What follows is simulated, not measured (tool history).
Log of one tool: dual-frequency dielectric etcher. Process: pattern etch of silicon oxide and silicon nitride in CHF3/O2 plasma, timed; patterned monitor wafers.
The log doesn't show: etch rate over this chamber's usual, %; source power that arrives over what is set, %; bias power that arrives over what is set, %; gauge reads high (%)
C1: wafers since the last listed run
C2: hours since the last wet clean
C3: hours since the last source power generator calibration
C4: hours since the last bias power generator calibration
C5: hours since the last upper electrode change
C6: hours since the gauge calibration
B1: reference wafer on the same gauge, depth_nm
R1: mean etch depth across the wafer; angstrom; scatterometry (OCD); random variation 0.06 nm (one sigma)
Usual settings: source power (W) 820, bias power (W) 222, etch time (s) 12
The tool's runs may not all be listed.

{"run": 1, "day": 0.0, "source power (W)": 820, "bias power (W)": 222, "etch time (s)": 12, "C1": 0, "C2": 204.2, "C3": 2386.2, "C4": 217.8, "C5": 133.5, "C6": 57.1, "B1": 23, "R1": 228.4}
{"run": 2, "day": 1.967, "source power (W)": 820, "bias power (W)": 222, "etch time (s)": 12, "C1": 651, "C2": 251.4, "C3": 2433.4, "C4": 265, "C5": 180.7, "C6": 104.3, "B1": 23.01, "R1": 229.2}
{"run": 3, "day": 4.038, "source power (W)": 880, "bias power (W)": 222, "etch time (s)": 14.5, "C1": 685, "C2": 301.1, "C3": 2483.1, "C4": 314.7, "C5": 230.4, "C6": 154, "B1": 23.03, "R1": 282.1}
{"run": 4, "day": 8.017, "source power (W)": 820, "bias power (W)": 222, "etch time (s)": 12, "C1": 1317, "C2": 396.6, "C3": 2578.6, "C4": 410.2, "C5": 325.9, "C6": 249.5, "B1": 23.01, "R1": 229.1}
{"day": 10.35, "done": "source power generator calibrated"}
{"run": 5, "day": 12.121, "source power (W)": 820, "bias power (W)": 222, "etch time (s)": 13, "C1": 1303, "C2": 495.1, "C3": 42.5, "C4": 508.7, "C5": 424.4, "C6": 348, "B1": 23.01, "R1": 245.8}
{"day": 14.283, "done": "wet clean of the chamber"}
{"run": 6, "day": 14.304, "source power (W)": 820, "bias power (W)": 222, "etch time (s)": 13, "C1": 391, "C2": 0.5, "C3": 94.9, "C4": 561.1, "C5": 476.8, "C6": 400.4, "B1": 22.99, "R1": 245.6}
{"run": 7, "day": 15.896, "source power (W)": 890, "bias power (W)": 199, "etch time (s)": 12, "C1": 527, "C2": 38.7, "C3": 133.1, "C4": 599.3, "C5": 515, "C6": 438.6, "B1": 23.01, "R1": 225.5}
{"run": 8, "day": 18.696, "source power (W)": 980, "bias power (W)": 182, "etch time (s)": 14, "C1": 927, "C2": 105.9, "C3": 200.3, "C4": 666.5, "C5": 582.2, "C6": 505.8, "B1": 23, "R1": 263}
{"run": 9, "day": 22.846, "source power (W)": 820, "bias power (W)": 261, "etch time (s)": 14, "C1": 1374, "C2": 205.5, "C3": 299.9, "C4": 766.1, "C5": 681.8, "C6": 605.4, "B1": 23, "R1": 278}
{"run": 10, "day": 27.112, "source power (W)": 820, "bias power (W)": 222, "etch time (s)": 11, "C1": 1412, "C2": 307.9, "C3": 402.3, "C4": 868.5, "C5": 784.2, "C6": 707.8, "B1": 23.02, "R1": 208.2}
{"run": 11, "day": 31.496, "source power (W)": 820, "bias power (W)": 222, "etch time (s)": 14, "C1": 1451, "C2": 413.1, "C3": 507.5, "C4": 973.7, "C5": 889.4, "C6": 813, "B1": 23, "R1": 266.3}
{"run": 12, "day": 34.017, "source power (W)": 820, "bias power (W)": 222, "etch time (s)": 12, "C1": 834, "C2": 473.6, "C3": 568, "C4": 1034.2, "C5": 949.9, "C6": 873.5, "B1": 23.01, "R1": 227.7}
{"run": 13, "day": 36.125, "source power (W)": 820, "bias power (W)": 264, "etch time (s)": 12, "C1": 698, "C2": 524.2, "C3": 618.6, "C4": 1084.8, "C5": 1000.5, "C6": 924.1, "B1": 23.01, "R1": 239.7}
{"day": 38.208, "done": "wet clean of the chamber"}
{"run": 14, "day": 38.725, "source power (W)": 670, "bias power (W)": 222, "etch time (s)": 12, "C1": 529, "C2": 12.4, "C3": 681, "C4": 1147.2, "C5": 1062.9, "C6": 986.5, "B1": 23, "R1": 219}
{"run": 15, "day": 42.254, "source power (W)": 820, "bias power (W)": 222, "etch time (s)": 12, "C1": 1168, "C2": 97.1, "C3": 765.7, "C4": 1231.9, "C5": 1147.6, "C6": 1071.2, "B1": 23.01, "R1": 228.9}
{"run": 16, "day": 44.025, "source power (W)": 820, "bias power (W)": 173, "etch time (s)": 12, "C1": 586, "C2": 139.6, "C3": 808.2, "C4": 1274.4, "C5": 1190.1, "C6": 1113.7, "B1": 22.98, "R1": 214.5}
{"run": 17, "day": 47.833, "source power (W)": 900, "bias power (W)": 222, "etch time (s)": 14, "C1": 1261, "C2": 231, "C3": 899.6, "C4": 1365.8, "C5": 1281.5, "C6": 1205.1, "B1": 23, "R1": 271.4}
{"run": 18, "day": 51.275, "source power (W)": 820, "bias power (W)": 208, "etch time (s)": 14.5, "C1": 1139, "C2": 313.6, "C3": 982.2, "C4": 1448.4, "C5": 1364.1, "C6": 1287.7, "B1": 23.02, "R1": 270.7}
{"run": 19, "day": 54.046, "source power (W)": 820, "bias power (W)": 222, "etch time (s)": 10, "C1": 917, "C2": 380.1, "C3": 1048.7, "C4": 1514.9, "C5": 1430.6, "C6": 1354.2, "B1": 22.99, "R1": 189.9}
{"run": 20, "day": 57.033, "source power (W)": 890, "bias power (W)": 172, "etch time (s)": 12, "C1": 989, "C2": 451.8, "C3": 1120.4, "C4": 1586.6, "C5": 1502.3, "C6": 1425.9, "B1": 23.02, "R1": 219.5}
{"day": 61.175, "done": "wet clean of the chamber"}
{"run": 21, "day": 61.196, "source power (W)": 1010, "bias power (W)": 258, "etch time (s)": 9, "C1": 1047, "C2": 0.5, "C3": 1220.3, "C4": 1686.5, "C5": 1602.2, "C6": 1525.8, "B1": 23.01, "R1": 188.7}
{"run": 22, "day": 64.7, "source power (W)": 940, "bias power (W)": 254, "etch time (s)": 13.5, "C1": 1160, "C2": 84.6, "C3": 1304.4, "C4": 1770.6, "C5": 1686.3, "C6": 1609.9, "B1": 23.01, "R1": 274.3}
{"run": 23, "day": 67.879, "source power (W)": 630, "bias power (W)": 222, "etch time (s)": 9.5, "C1": 1052, "C2": 160.9, "C3": 1380.7, "C4": 1846.9, "C5": 1762.6, "C6": 1686.2, "B1": 23, "R1": 171.8}
{"run": 24, "day": 71.146, "source power (W)": 920, "bias power (W)": 276, "etch time (s)": 12, "C1": 1081, "C2": 239.3, "C3": 1459.1, "C4": 1925.3, "C5": 1841, "C6": 1764.6, "B1": 23.02, "R1": 250.5}
{"run": 25, "day": 75.358, "source power (W)": 820, "bias power (W)": 222, "etch time (s)": 12, "C1": 1394, "C2": 340.4, "C3": 1560.2, "C4": 2026.4, "C5": 1942.1, "C6": 1865.7, "B1": 23.01, "R1": 230.2}
{"run": 26, "day": 77.067, "source power (W)": 820, "bias power (W)": 222, "etch time (s)": 12, "C1": 565, "C2": 381.4, "C3": 1601.2, "C4": 2067.4, "C5": 1983.1, "C6": 1906.7, "B1": 23.03, "R1": 229}
{"run": 27, "day": 79.029, "source power (W)": 820, "bias power (W)": 222, "etch time (s)": 12, "C1": 649, "C2": 428.5, "C3": 1648.3, "C4": 2114.5, "C5": 2030.2, "C6": 1953.8, "B1": 23, "R1": 228.6}
{"day": 80.996, "done": "bias power generator calibrated"}
{"run": 28, "day": 82.675, "source power (W)": 690, "bias power (W)": 246, "etch time (s)": 9.5, "C1": 1152, "C2": 516, "C3": 1735.8, "C4": 40.3, "C5": 2117.7, "C6": 2041.3, "B1": 23.04, "R1": 178.1}

5 ways to go on from here, each from the tool as it stands after run 28. What would each give?
{"run": "A", "day": 82.692, "source power (W)": 820, "bias power (W)": 194, "etch time (s)": 12, "C1": 5, "C2": 516.4, "C3": 1736.2, "C4": 40.7, "C5": 2118.1, "C6": 2041.7, "B1": "?", "R1": "?"}
{"run": "B", "day": 82.692, "source power (W)": 890, "bias power (W)": 236, "etch time (s)": 14.5, "C1": 5, "C2": 516.4, "C3": 1736.2, "C4": 40.7, "C5": 2118.1, "C6": 2041.7, "B1": "?", "R1": "?"}
{"run": "C", "day": 82.692, "source power (W)": 620, "bias power (W)": 175, "etch time (s)": 15.5, "C1": 5, "C2": 516.4, "C3": 1736.2, "C4": 40.7, "C5": 2118.1, "C6": 2041.7, "B1": "?", "R1": "?"}
{"run": "D", "day": 82.692, "source power (W)": 960, "bias power (W)": 250, "etch time (s)": 9.5, "C1": 5, "C2": 516.4, "C3": 1736.2, "C4": 40.7, "C5": 2118.1, "C6": 2041.7, "B1": "?", "R1": "?"}
{"run": "E", "day": 82.692, "source power (W)": 820, "bias power (W)": 269, "etch time (s)": 12, "C1": 5, "C2": 516.4, "C3": 1736.2, "C4": 40.7, "C5": 2118.1, "C6": 2041.7, "B1": "?", "R1": "?"}

run=A B1=23.01 R1=217.9
run=B B1=23.01 R1=282.6
run=C B1=23.01 R1=258
run=D B1=23.01 R1=191.6
run=E B1=23.01 R1=238
Without the tool's hidden state the same runs would have given:
run=A R1=217.2
run=B R1=281.7
run=C R1=257.1
run=D R1=190.9
run=E R1=237.2
